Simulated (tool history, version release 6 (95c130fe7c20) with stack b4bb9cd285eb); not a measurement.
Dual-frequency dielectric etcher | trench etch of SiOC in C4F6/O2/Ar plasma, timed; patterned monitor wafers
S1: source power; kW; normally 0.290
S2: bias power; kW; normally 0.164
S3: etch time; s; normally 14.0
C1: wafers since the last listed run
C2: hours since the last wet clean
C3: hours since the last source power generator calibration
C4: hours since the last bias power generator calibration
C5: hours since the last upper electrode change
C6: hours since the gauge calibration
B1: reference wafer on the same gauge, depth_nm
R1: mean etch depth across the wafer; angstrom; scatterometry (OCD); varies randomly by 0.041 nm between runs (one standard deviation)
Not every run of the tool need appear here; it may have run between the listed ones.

{"run": 1, "hour": 0.0, "S1": 0.29, "S2": 0.164, "S3": 14.0, "C1": 0, "C2": 230.3, "C3": 2340.8, "C4": 4537.1, "C5": 3125.4, "C6": 174.2, "B1": 22.29, "R1": 269.6}
{"run": 2, "hour": 22.4, "S1": 0.26, "S2": 0.164, "S3": 14.0, "C1": 320, "C2": 252.7, "C3": 2363.2, "C4": 4559.5, "C5": 3147.8, "C6": 196.6, "B1": 22.28, "R1": 259.6}
{"run": 3, "hour": 50.1, "S1": 0.26, "S2": 0.164, "S3": 14.0, "C1": 395, "C2": 280.4, "C3": 2390.9, "C4": 4587.2, "C5": 3175.5, "C6": 224.3, "B1": 22.29, "R1": 258.5}
{"run": 4, "hour": 62.2, "S1": 0.29, "S2": 0.149, "S3": 14.0, "C1": 172, "C2": 292.5, "C3": 2403.0, "C4": 4599.3, "C5": 3187.6, "C6": 236.4, "B1": 22.28, "R1": 258.2}
{"run": 5, "hour": 84.0, "S1": 0.29, "S2": 0.164, "S3": 14.0, "C1": 311, "C2": 314.3, "C3": 2424.8, "C4": 4621.1, "C5": 3209.4, "C6": 258.2, "B1": 22.29, "R1": 269.1}
{"run": 6, "hour": 97.8, "S1": 0.29, "S2": 0.164, "S3": 14.0, "C1": 197, "C2": 328.1, "C3": 2438.6, "C4": 4634.9, "C5": 3223.2, "C6": 272.0, "B1": 22.3, "R1": 270.1}
{"run": 7, "hour": 117.0, "S1": 0.29, "S2": 0.164, "S3": 12.0, "C1": 274, "C2": 347.3, "C3": 2457.8, "C4": 4654.1, "C5": 3242.4, "C6": 291.2, "B1": 22.29, "R1": 231.2}
{"run": 8, "hour": 136.8, "S1": 0.29, "S2": 0.164, "S3": 12.0, "C1": 282, "C2": 367.1, "C3": 2477.6, "C4": 4673.9, "C5": 3262.2, "C6": 311.0, "B1": 22.3, "R1": 231.6}
{"run": 9, "hour": 170.4, "S1": 0.29, "S2": 0.164, "S3": 12.0, "C1": 480, "C2": 400.7, "C3": 2511.2, "C4": 4707.5, "C5": 3295.8, "C6": 344.6, "B1": 22.29, "R1": 230.7}
{"run": 10, "hour": 188.8, "S1": 0.29, "S2": 0.139, "S3": 14.0, "C1": 262, "C2": 419.1, "C3": 2529.6, "C4": 4725.9, "C5": 3314.2, "C6": 363.0, "B1": 22.3, "R1": 249.3}
{"run": 11, "hour": 222.5, "S1": 0.29, "S2": 0.139, "S3": 14.0, "C1": 481, "C2": 452.8, "C3": 2563.3, "C4": 4759.6, "C5": 3347.9, "C6": 396.7, "B1": 22.3, "R1": 249.1}
{"run": 12, "hour": 241.3, "S1": 0.29, "S2": 0.13, "S3": 14.0, "C1": 268, "C2": 471.6, "C3": 2582.1, "C4": 4778.4, "C5": 3366.7, "C6": 415.5, "B1": 22.31, "R1": 241.6}
{"hour": 245.6, "done": "gauge calibrated"}
{"hour": 246.7, "done": "bias power generator calibrated"}
{"hour": 265.8, "done": "wet clean of the chamber"}
{"run": 13, "hour": 266.3, "S1": 0.24, "S2": 0.127, "S3": 14.0, "C1": 27, "C2": 0.5, "C3": 2607.1, "C4": 19.6, "C5": 3391.7, "C6": 20.7, "B1": 22.29, "R1": 223.1}
{"run": 14, "hour": 277.7, "S1": 0.32, "S2": 0.147, "S3": 11.0, "C1": 162, "C2": 11.9, "C3": 2618.5, "C4": 31.0, "C5": 3403.1, "C6": 32.1, "B1": 22.3, "R1": 210.9}
{"run": 15, "hour": 308.1, "S1": 0.27, "S2": 0.128, "S3": 12.0, "C1": 434, "C2": 42.3, "C3": 2648.9, "C4": 61.4, "C5": 3433.5, "C6": 62.5, "B1": 22.31, "R1": 200.9}
{"run": 16, "hour": 327.6, "S1": 0.29, "S2": 0.202, "S3": 16.5, "C1": 278, "C2": 61.8, "C3": 2668.4, "C4": 80.9, "C5": 3453.0, "C6": 82.0, "B1": 22.28, "R1": 350.8}
{"hour": 357.5, "done": "upper electrode replaced"}
{"hour": 371.8, "done": "source power generator calibrated"}
{"run": 17, "hour": 383.6, "S1": 0.29, "S2": 0.164, "S3": 14.0, "C1": 400, "C2": 117.8, "C3": 11.8, "C4": 136.9, "C5": 26.1, "C6": 138.0, "B1": 22.31, "R1": 270.7}
{"run": 18, "hour": 402.9, "S1": 0.32, "S2": 0.177, "S3": 16.5, "C1": 275, "C2": 137.1, "C3": 31.1, "C4": 156.2, "C5": 45.4, "C6": 157.3, "B1": 22.31, "R1": 343.8}
{"run": 19, "hour": 420.2, "S1": 0.24, "S2": 0.164, "S3": 14.0, "C1": 247, "C2": 154.4, "C3": 48.4, "C4": 173.5, "C5": 62.7, "C6": 174.6, "B1": 22.3, "R1": 251.0}
{"run": 20, "hour": 445.9, "S1": 0.29, "S2": 0.164, "S3": 14.0, "C1": 367, "C2": 180.1, "C3": 74.1, "C4": 199.2, "C5": 88.4, "C6": 200.3, "B1": 22.3, "R1": 270.5}
{"run": 21, "hour": 477.7, "S1": 0.29, "S2": 0.164, "S3": 14.0, "C1": 454, "C2": 211.9, "C3": 105.9, "C4": 231.0, "C5": 120.2, "C6": 232.1, "B1": 22.28, "R1": 270.0}
{"run": 22, "hour": 492.5, "S1": 0.25, "S2": 0.135, "S3": 17.5, "C1": 211, "C2": 226.7, "C3": 120.7, "C4": 245.8, "C5": 135.0, "C6": 246.9, "B1": 22.29, "R1": 292.0}

For some of the steps in R1 from one run to the next: how much would appear even if the tool had no hidden state, given the settings, what came in and random variation, and how much remains for the hidden state plus any gauge scatter that the measured result and the result without hidden state don't share?
Unlogged tool condition in this case: etch rate over this chamber's usual, %; source power that arrives over what is set, %; bias power that arrives over what is set, %; gauge reads high (%).
Run 2 -> 3: settings left as they were, no log entry in between. R1 -1.1 angstrom: hidden state -0.2, all else -0.9.
Run 12 -> 13: S1 0.290 -> 0.240, S2 0.130 -> 0.127, gauge calibrated, bias power generator calibrated, wet clean of the chamber. R1 -18.5 angstrom: hidden state +1.9, all else -20.4.
Run 15 -> 16: S1 0.270 -> 0.290, S2 0.128 -> 0.202, S3 12.0 -> 16.5. R1 +149.9 angstrom: hidden state -0.2, all else +150.1.
Run 18 -> 19: S1 0.320 -> 0.240, S2 0.177 -> 0.164, S3 16.5 -> 14.0. R1 -92.8 angstrom: hidden state +0.1, all else -92.9.

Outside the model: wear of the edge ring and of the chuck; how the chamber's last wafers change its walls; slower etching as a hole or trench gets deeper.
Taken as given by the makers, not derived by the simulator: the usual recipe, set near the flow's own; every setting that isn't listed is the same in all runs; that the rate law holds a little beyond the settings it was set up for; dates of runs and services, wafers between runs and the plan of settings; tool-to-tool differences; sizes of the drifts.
